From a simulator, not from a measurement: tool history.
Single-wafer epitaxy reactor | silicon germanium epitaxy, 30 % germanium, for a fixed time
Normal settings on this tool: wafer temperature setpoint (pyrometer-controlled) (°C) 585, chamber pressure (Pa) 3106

| run | hour | wafer temperature setpoint (pyrometer-controlled) (°C) | chamber pressure (Pa) | wafers since the last listed run | hours since the last pyrometer calibration | hours since the last manometer calibration | hours since the showerhead was replaced | hours since the gauge calibration | read-back reference wafer on the same gauge, thickness_nm | mean film thickness on the monitor wafer (Å) |
|---|---|---|---|---|---|---|---|---|---|---|
| 1 | 0.0 | 576 | 3106 | 0 | 2484.0 | 856.4 | 5051.0 | 250.3 | 39.423 | 399.19 |
| 2 | 32.6 | 576 | 3106 | 493 | 2516.6 | 889.0 | 5083.6 | 282.9 | 39.464 | 397.41 |
| 3 | 60.9 | 576 | 3106 | 428 | 2544.9 | 917.3 | 5111.9 | 311.2 | 39.450 | 397.12 |
| 4 | 91.7 | 585 | 3106 | 465 | 2575.7 | 948.1 | 5142.7 | 342.0 | 39.501 | 487.28 |
| 5 | 123.5 | 581 | 2933 | 480 | 2607.5 | 979.9 | 5174.5 | 373.8 | 39.483 | 438.88 |
| 6 | 145.2 | 581 | 2933 | 328 | 2629.2 | 1001.6 | 5196.2 | 395.5 | 39.508 | 437.70 |
| 7 | 178.5 | 581 | 2933 | 503 | 2662.5 | 1034.9 | 5229.5 | 428.8 | 39.565 | 437.59 |
| 8 | 211.0 | 585 | 3106 | 491 | 2695.0 | 1067.4 | 5262.0 | 461.3 | 39.536 | 484.34 |
| 9 | 244.9 | 579 | 3106 | 512 | 2728.9 | 1101.3 | 5295.9 | 495.2 | 39.508 | 426.53 |
| 10 | 276.3 | 579 | 3106 | 474 | 2760.3 | 1132.7 | 5327.3 | 526.6 | 39.554 | 425.19 |
| 11 | 306.5 | 579 | 3106 | 456 | 2790.5 | 1162.9 | 5357.5 | 556.8 | 39.602 | 427.56 |
|  | 309.6 | gauge calibrated |
| 12 | 321.1 | 585 | 3106 | 220 | 2805.1 | 1177.5 | 5372.1 | 11.5 | 38.756 | 475.85 |
|  | 343.1 | capacitance manometer re-zeroed and calibrated |
| 13 | 346.3 | 585 | 3106 | 260 | 2830.3 | 3.2 | 5397.3 | 36.7 | 38.902 | 478.80 |
| 14 | 372.8 | 585 | 3106 | 400 | 2856.8 | 29.7 | 5423.8 | 63.2 | 38.948 | 476.86 |
|  | 388.3 | showerhead replaced |
| 15 | 391.4 | 585 | 3666 | 160 | 2875.4 | 48.3 | 3.1 | 81.8 | 38.983 | 499.28 |
| 16 | 424.9 | 594 | 3666 | 506 | 2908.9 | 81.8 | 36.6 | 115.3 | 39.115 | 607.29 |
| 17 | 445.2 | 585 | 3106 | 307 | 2929.2 | 102.1 | 56.9 | 135.6 | 39.125 | 479.94 |
|  | 462.4 | pyrometer calibrated |
| 18 | 466.2 | 585 | 3773 | 196 | 3.8 | 123.1 | 77.9 | 156.6 | 39.134 | 505.95 |
| 19 | 491.2 | 589 | 2506 | 378 | 28.8 | 148.1 | 102.9 | 181.6 | 39.204 | 497.12 |
| 20 | 506.0 | 585 | 3106 | 223 | 43.6 | 162.9 | 117.7 | 196.4 | 39.206 | 479.94 |
| 21 | 534.7 | 573 | 3480 | 434 | 72.3 | 191.6 | 146.4 | 225.1 | 39.256 | 381.10 |
| 22 | 548.1 | 592 | 2760 | 202 | 85.7 | 205.0 | 159.8 | 238.5 | 39.276 | 543.15 |
| 23 | 560.4 | 600 | 3106 | 186 | 98.0 | 217.3 | 172.1 | 250.8 | 39.284 | 662.54 |
| 24 | 589.0 | 594 | 2840 | 432 | 126.6 | 245.9 | 200.7 | 279.4 | 39.305 | 572.34 |

Run 25, settings as shown, results not yet in. Your forecast:
| 25 | 612.1 | 585 | 3106 | 349 | 149.7 | 269.0 | 223.8 | 302.5 | ? | ? |

read-back reference wafer on the same gauge, thickness_nm: 39.309
mean film thickness on the monitor wafer (Å): 481.42
Were there no unlogged condition in the tool, this run, its random variation unchanged, would have produced mean film thickness on the monitor wafer (Å) 475.13.
